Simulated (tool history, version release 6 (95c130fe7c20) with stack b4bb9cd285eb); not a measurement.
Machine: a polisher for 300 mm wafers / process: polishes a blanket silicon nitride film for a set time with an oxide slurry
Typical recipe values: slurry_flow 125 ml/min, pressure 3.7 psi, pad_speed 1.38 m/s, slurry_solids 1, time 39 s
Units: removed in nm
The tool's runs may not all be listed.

| run | hour | slurry_flow | pressure | pad_speed | slurry_solids | time | wafers since the last listed run | wafers polished on this pad | hours since the slurry nozzle was cleaned | hours since the head pressure was calibrated | hours since the slurry blender was calibrated | hours since the conditioning disc was replaced | incoming thickness of the incoming film, nm | removed |
|---|---|---|---|---|---|---|---|---|---|---|---|---|---|---|
| 1 | 0 | 125 | 3.7 | 1.38 | 1 | 39 | 0 | 954 | 402.7 | 566.5 | 35.5 | 125.5 | 491.8 | 41.2 |
| 2 | 65.2 | 125 | 3.7 | 1.38 | 1 | 39 | 576 | 1530 | 467.9 | 631.7 | 100.7 | 190.7 | 492.5 | 41.8 |
|  | 67.1 | slurry nozzle cleaned |
|  | 100.4 | head pressure recalibrated |
|  | 127.5 | worn pad replaced by a new one |
| 3 | 128 | 125 | 3.7 | 1.38 | 1 | 39 | 493 | 3 | 60.9 | 27.6 | 163.5 | 253.5 | 505.4 | 40.6 |
| 4 | 166.7 | 125 | 3.7 | 1.38 | 1 | 39 | 342 | 346 | 99.6 | 66.3 | 202.2 | 292.2 | 507.8 | 40.7 |
|  | 224.8 | slurry blender recalibrated |
| 5 | 228.6 | 125 | 3.7 | 1.38 | 1 | 39 | 529 | 875 | 161.5 | 128.2 | 3.8 | 354.1 | 493.5 | 41.1 |
|  | 296.2 | conditioning disc replaced and pad reconditioned |
| 6 | 296.7 | 125 | 3.7 | 1.54 | 1 | 39 | 584 | 1459 | 229.6 | 196.3 | 71.9 | 0.5 | 502.9 | 44.6 |
|  | 371.3 | worn pad replaced by a new one |
| 7 | 397.4 | 95 | 3.7 | 1.38 | 1 | 39 | 854 | 230 | 330.3 | 297 | 172.6 | 101.2 | 499 | 38.1 |
| 8 | 465.2 | 125 | 3.7 | 1.38 | 1 | 39 | 599 | 830 | 398.1 | 364.8 | 240.4 | 169 | 509.6 | 41.1 |
|  | 475.6 | slurry nozzle cleaned |
|  | 484.4 | slurry blender recalibrated |
| 9 | 503.6 | 125 | 3.7 | 1.38 | 1 | 39 | 312 | 1143 | 28 | 403.2 | 19.2 | 207.4 | 504.2 | 41.4 |
| 10 | 575.4 | 125 | 3.7 | 1.38 | 1 | 39 | 634 | 1777 | 99.8 | 475 | 91 | 279.2 | 511.4 | 41.5 |
|  | 588.1 | worn pad replaced by a new one |
|  | 651.6 | conditioning disc replaced and pad reconditioned |
| 11 | 726.9 | 125 | 3.7 | 1.38 | 1 | 39 | 1286 | 1209 | 251.3 | 626.5 | 242.5 | 75.3 | 500.8 | 41.6 |
|  | 739.4 | head pressure recalibrated |
|  | 757.1 | slurry blender recalibrated |
| 12 | 759.3 | 125 | 3.7 | 1.38 | 1 | 39 | 251 | 1460 | 283.7 | 19.9 | 2.2 | 107.7 | 497.1 | 41.2 |
| 13 | 795.9 | 125 | 3.7 | 1.38 | 0.75 | 39 | 323 | 1784 | 320.3 | 56.5 | 38.8 | 144.3 | 497.2 | 32.7 |
|  | 818.9 | worn pad replaced by a new one |
| 14 | 833.3 | 125 | 3.7 | 1.38 | 0.75 | 30 | 295 | 126 | 357.7 | 93.9 | 76.2 | 181.7 | 505.7 | 24.7 |
| 15 | 880.9 | 95 | 3.7 | 1.38 | 0.85 | 39 | 420 | 547 | 405.3 | 141.5 | 123.8 | 229.3 | 500.2 | 33.3 |
|  | 937 | slurry nozzle cleaned |
| 16 | 937.5 | 125 | 4.6 | 1.38 | 1 | 39 | 491 | 1039 | 0.5 | 198.1 | 180.4 | 285.9 | 501.4 | 51.6 |
| 17 | 979.1 | 85 | 3.7 | 1.7 | 0.75 | 31 | 367 | 1406 | 42.1 | 239.7 | 222 | 327.5 | 503 | 27.7 |
|  | 1019.6 | slurry blender recalibrated |
|  | 1034.1 | worn pad replaced by a new one |
| 18 | 1037.4 | 125 | 3.7 | 1.38 | 1 | 39 | 462 | 28 | 100.4 | 298 | 17.8 | 385.8 | 510.4 | 40.8 |
|  | 1042.5 | conditioning disc replaced and pad reconditioned |
| 19 | 1085.5 | 95 | 3.4 | 1 | 1.25 | 39 | 407 | 436 | 148.5 | 346.1 | 65.9 | 43 | 506 | 31.3 |
| 20 | 1127.4 | 125 | 3.7 | 1.38 | 1.25 | 34 | 370 | 806 | 190.4 | 388 | 107.8 | 84.9 | 497 | 41.1 |
| 21 | 1168.5 | 125 | 3.7 | 1.38 | 1 | 39 | 363 | 1169 | 231.5 | 429.1 | 148.9 | 126 | 507.5 | 41.2 |
| 22 | 1230 | 95 | 3.7 | 1.38 | 0.85 | 39 | 543 | 1713 | 293 | 490.6 | 210.4 | 187.5 | 498.3 | 34.3 |

Hidden state, per run?
removal rate lost through wear of the pad, %: 0 in every run
slurry flow missing at the pad, %: 0 in every run
abrasive missing from the slurry, %: 0 in every run
time polished since the conditioner stopped cutting, s: 0 in every run
H1: deviation of the head's pressure from its setpoint, %
| run | H1 |
|---|---|
| 1 | 2.59 |
| 2 | 3.14 |
| 3 | 0.363 |
| 4 | 0.389 |
| 5 | 0.475 |
| 6 | 0.632 |
| 7 | 0.986 |
| 8 | 1.31 |
| 9 | 1.52 |
| 10 | 1.96 |
| 11 | 3.15 |
| 12 | 1.01 |
| 13 | 1.03 |
| 14 | 1.07 |
| 15 | 1.15 |
| 16 | 1.28 |
| 17 | 1.41 |
| 18 | 1.63 |
| 19 | 1.86 |
| 20 | 2.07 |
| 21 | 2.31 |
| 22 | 2.72 |
